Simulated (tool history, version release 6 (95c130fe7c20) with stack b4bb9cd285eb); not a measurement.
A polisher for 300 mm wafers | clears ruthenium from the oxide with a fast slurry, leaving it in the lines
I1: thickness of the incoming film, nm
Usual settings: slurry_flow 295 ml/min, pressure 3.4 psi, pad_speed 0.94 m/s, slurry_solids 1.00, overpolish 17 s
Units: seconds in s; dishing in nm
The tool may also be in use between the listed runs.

run 1 day=0.000 | slurry_flow=295 pressure=3.4 pad_speed=0.94 slurry_solids=1.20 overpolish=17 | I1=292.3 | seconds=60.5 dishing=68.1
run 2 day=12.271 | slurry_flow=295 pressure=3.4 pad_speed=0.94 slurry_solids=1.00 overpolish=17 | I1=289.9 | seconds=63.6 dishing=61.1
run 3 day=15.838 | slurry_flow=295 pressure=3.4 pad_speed=0.76 slurry_solids=1.00 overpolish=17 | I1=290.1 | seconds=81.2 dishing=53.4
run 4 day=18.917 | slurry_flow=295 pressure=2.7 pad_speed=0.94 slurry_solids=1.00 overpolish=17 | I1=293.9 | seconds=78.5 dishing=52.6
run 5 day=21.717 | slurry_flow=295 pressure=2.7 pad_speed=0.94 slurry_solids=1.00 overpolish=17 | I1=284.2 | seconds=78.5 dishing=52.7
run 6 day=24.917 | slurry_flow=295 pressure=3.4 pad_speed=0.94 slurry_solids=1.00 overpolish=17 | I1=291.5 | seconds=63.3 dishing=66.6
run 7 day=28.858 | slurry_flow=295 pressure=3.4 pad_speed=0.94 slurry_solids=1.00 overpolish=22 | I1=293.0 | seconds=63.8 dishing=80.1
run 8 day=35.946 | slurry_flow=295 pressure=3.4 pad_speed=0.94 slurry_solids=1.00 overpolish=17 | I1=287.6 | seconds=62.4 dishing=64.1
run 9 day=38.583 | slurry_flow=295 pressure=2.4 pad_speed=0.94 slurry_solids=1.25 overpolish=17 | I1=293.5 | seconds=78.8 dishing=56.9
run 10 day=41.188 | slurry_flow=295 pressure=3.4 pad_speed=0.64 slurry_solids=0.80 overpolish=17 | I1=291.9 | seconds=104.2 dishing=40.5
run 11 day=43.792 | slurry_flow=295 pressure=3.4 pad_speed=0.94 slurry_solids=1.00 overpolish=17 | I1=290.6 | seconds=67.1 dishing=62.5
run 12 day=47.000 | slurry_flow=295 pressure=3.4 pad_speed=0.94 slurry_solids=1.00 overpolish=17 | I1=287.6 | seconds=67.4 dishing=62.2
run 13 day=51.112 | slurry_flow=255 pressure=3.4 pad_speed=0.84 slurry_solids=1.00 overpolish=25 | I1=289.8 | seconds=74.0 dishing=78.7
run 14 day=55.488 | slurry_flow=245 pressure=4.6 pad_speed=1.16 slurry_solids=1.10 overpolish=17 | I1=291.1 | seconds=44.0 dishing=90.4
run 15 day=59.917 | slurry_flow=255 pressure=3.0 pad_speed=0.94 slurry_solids=1.00 overpolish=13 | I1=293.3 | seconds=69.5 dishing=48.1
run 16 day=61.508 | slurry_flow=295 pressure=3.4 pad_speed=0.94 slurry_solids=1.00 overpolish=17 | I1=290.5 | seconds=60.8 dishing=65.7
run 17 day=63.608 | slurry_flow=295 pressure=3.4 pad_speed=0.94 slurry_solids=1.00 overpolish=17 | I1=290.7 | seconds=62.0 dishing=63.4
run 18 day=65.700 | slurry_flow=295 pressure=3.4 pad_speed=0.94 slurry_solids=1.00 overpolish=17 | I1=290.5 | seconds=62.0 dishing=64.6
run 19 day=68.292 | slurry_flow=245 pressure=3.4 pad_speed=0.94 slurry_solids=1.00 overpolish=9 | I1=286.3 | seconds=63.6 dishing=36.3
run 20 day=71.371 | slurry_flow=295 pressure=3.4 pad_speed=1.20 slurry_solids=1.00 overpolish=17 | I1=294.8 | seconds=51.6 dishing=76.9
run 21 day=73.929 | slurry_flow=295 pressure=3.4 pad_speed=0.94 slurry_solids=1.00 overpolish=17 | I1=288.4 | seconds=64.0 dishing=64.0
run 22 day=76.817 | slurry_flow=295 pressure=3.4 pad_speed=0.94 slurry_solids=1.00 overpolish=17 | I1=290.5 | seconds=64.6 dishing=63.9
run 23 day=79.004 | slurry_flow=295 pressure=4.6 pad_speed=0.84 slurry_solids=1.00 overpolish=17 | I1=285.9 | seconds=57.2 dishing=71.5
run 24 day=82.867 | slurry_flow=295 pressure=3.4 pad_speed=0.94 slurry_solids=1.00 overpolish=17 | I1=293.1 | seconds=67.4 dishing=62.1
run 25 day=93.629 | slurry_flow=295 pressure=2.3 pad_speed=0.94 slurry_solids=1.00 overpolish=17 | I1=294.1 | seconds=82.8 dishing=51.5
run 26 day=104.429 | slurry_flow=295 pressure=4.6 pad_speed=0.74 slurry_solids=1.00 overpolish=9 | I1=287.8 | seconds=63.1 dishing=35.5
run 27 day=107.675 | slurry_flow=230 pressure=3.4 pad_speed=0.94 slurry_solids=1.00 overpolish=17 | I1=285.8 | seconds=63.4 dishing=62.8
run 28 day=109.400 | slurry_flow=295 pressure=4.6 pad_speed=1.20 slurry_solids=0.75 overpolish=17 | I1=293.4 | seconds=45.8 dishing=85.8

Taken out of this log: 12 entries between the listed runs. Where each belongs, and how the hidden state differs across it:
Between runs 5 and 6: slurry blender recalibrated (day 23.083); worn pad replaced by a new one (day 23.867); slurry nozzle cleaned (day 24.017)
  removal rate lost through wear of the pad, %: 10.2 -> 1.16
  measured less the result without the state, seconds: +8.1 -> +0.7 s; dishing: -5.3 -> -0.7 nm
Between runs 11 and 12: head pressure recalibrated (day 44.212)
  removal rate lost through wear of the pad, %: 6.93 -> 7.91
  measured less the result without the state, seconds: +4.6 -> +5.3 s; dishing: -4.0 -> -4.6 nm
Between runs 13 and 14: slurry blender recalibrated (day 54.179); slurry nozzle cleaned (day 54.779)
  removal rate lost through wear of the pad, %: 9.16 -> 10.5
  measured less the result without the state, seconds: +6.8 -> +4.6 s; dishing: -6.5 -> -8.2 nm
Between runs 14 and 15: worn pad replaced by a new one (day 57.108)
  removal rate lost through wear of the pad, %: 10.5 -> 1.62
  measured less the result without the state, seconds: +4.6 -> +1.1 s; dishing: -8.2 -> -0.7 nm
Between runs 23 and 24: slurry blender recalibrated (day 80.196)
  removal rate lost through wear of the pad, %: 7.44 -> 8.62
  measured less the result without the state, seconds: +4.3 -> +5.8 s; dishing: -4.8 -> -5.0 nm
Between runs 24 and 25: head pressure recalibrated (day 83.258); slurry nozzle cleaned (day 86.704); worn pad replaced by a new one (day 88.958)
  removal rate lost through wear of the pad, %: 8.62 -> 2.63
  measured less the result without the state, seconds: +5.8 -> +2.2 s; dishing: -5.0 -> -1.3 nm
Between runs 27 and 28: slurry blender recalibrated (day 109.021)
  removal rate lost through wear of the pad, %: 6.92 -> 7.44
  measured less the result without the state, seconds: +4.4 -> +3.4 s; dishing: -4.0 -> -5.5 nm
